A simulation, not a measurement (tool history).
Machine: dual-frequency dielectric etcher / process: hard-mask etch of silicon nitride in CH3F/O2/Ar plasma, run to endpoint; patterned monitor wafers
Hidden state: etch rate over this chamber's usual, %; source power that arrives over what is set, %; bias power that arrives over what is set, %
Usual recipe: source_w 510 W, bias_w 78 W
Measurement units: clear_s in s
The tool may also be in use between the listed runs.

run,hour,source_w,bias_w,wafers since the last listed run,hours since the last wet clean,hours since the last source power generator calibration,hours since the last bias power generator calibration,hours since the last upper electrode change,"incoming incoming film thickness, nm",clear_s
1,0.0,510,78,0,437.5,4201.8,4759.8,5057.3,40.37,56.7
# hour 62.2: wet clean of the chamber
2,66.1,510,78,370,3.9,4267.9,4825.9,5123.4,40.58,58.3
3,96.9,510,78,270,34.7,4298.7,4856.7,5154.2,39.94,57.0
4,131.4,510,78,303,69.2,4333.2,4891.2,5188.7,40.50,58.0
5,144.3,510,78,113,82.1,4346.1,4904.1,5201.6,40.27,58.0
6,174.9,510,78,269,112.7,4376.7,4934.7,5232.2,40.14,57.4
7,259.6,510,84,744,197.4,4461.4,5019.4,5316.9,40.26,55.9
8,282.5,510,84,201,220.3,4484.3,5042.3,5339.8,40.78,56.4
9,306.2,510,84,208,244.0,4508.0,5066.0,5363.5,40.84,56.7
10,323.5,510,78,152,261.3,4525.3,5083.3,5380.8,40.86,58.2
11,337.7,460,78,124,275.5,4539.5,5097.5,5395.0,40.55,60.2
12,361.5,460,78,209,299.3,4563.3,5121.3,5418.8,40.63,60.3
13,373.7,460,78,107,311.5,4575.5,5133.5,5431.0,40.16,59.1
14,397.5,510,78,209,335.3,4599.3,5157.3,5454.8,40.52,57.3
15,409.8,510,78,108,347.6,4611.6,5169.6,5467.1,40.14,56.9
16,434.1,510,78,213,371.9,4635.9,5193.9,5491.4,40.49,57.3
# hour 460.3: wet clean of the chamber
17,460.8,610,90,23,0.5,4662.6,5220.6,5518.1,40.22,50.7
# hour 497.4: upper electrode replaced
18,497.9,510,78,115,37.6,4699.7,5257.7,0.5,40.66,58.1
19,503.2,510,78,46,42.9,4705.0,5263.0,5.8,40.08,57.4
20,518.3,450,92,132,58.0,4720.1,5278.1,20.9,40.33,56.8
21,538.1,620,98,174,77.8,4739.9,5297.9,40.7,40.57,49.0
22,555.7,450,94,154,95.4,4757.5,5315.5,58.3,40.49,56.8
# hour 575.2: source power generator calibrated
23,635.9,550,78,669,175.6,60.7,5395.7,138.5,39.99,55.1
24,657.4,460,78,189,197.1,82.2,5417.2,160.0,40.34,59.8
# hour 668.9: bias power generator calibrated
25,672.1,610,98,94,211.8,96.9,3.2,174.7,40.61,49.3
26,685.8,600,78,120,225.5,110.6,16.9,188.4,40.79,54.2
27,721.4,560,91,312,261.1,146.2,52.5,224.0,40.13,51.4
28,744.9,550,62,206,284.6,169.7,76.0,247.5,40.47,60.1
29,771.7,510,78,235,311.4,196.5,102.8,274.3,40.52,57.2
30,790.6,640,65,166,330.3,215.4,121.7,293.2,40.72,55.9
31,826.5,630,78,315,366.2,251.3,157.6,329.1,40.92,53.2
32,847.1,570,59,181,386.8,271.9,178.2,349.7,40.39,60.2

Give the tool's hidden conditions for every run:
source power that arrives over what is set, %: 0 on each run
bias power that arrives over what is set, %: 0 on each run
H1: etch rate over this chamber's usual, %
run,H1
1,1.88
2,-0.329
3,-0.214
4,-0.0843
5,-0.036
6,0.0787
7,0.396
8,0.482
9,0.571
10,0.636
11,0.689
12,0.778
13,0.824
14,0.913
15,0.959
16,1.05
17,0.0581
18,0.197
19,0.217
20,0.274
21,0.348
22,0.414
23,0.714
24,0.795
25,0.85
26,0.901
27,1.03
28,1.12
29,1.22
30,1.29
31,1.43
32,1.51
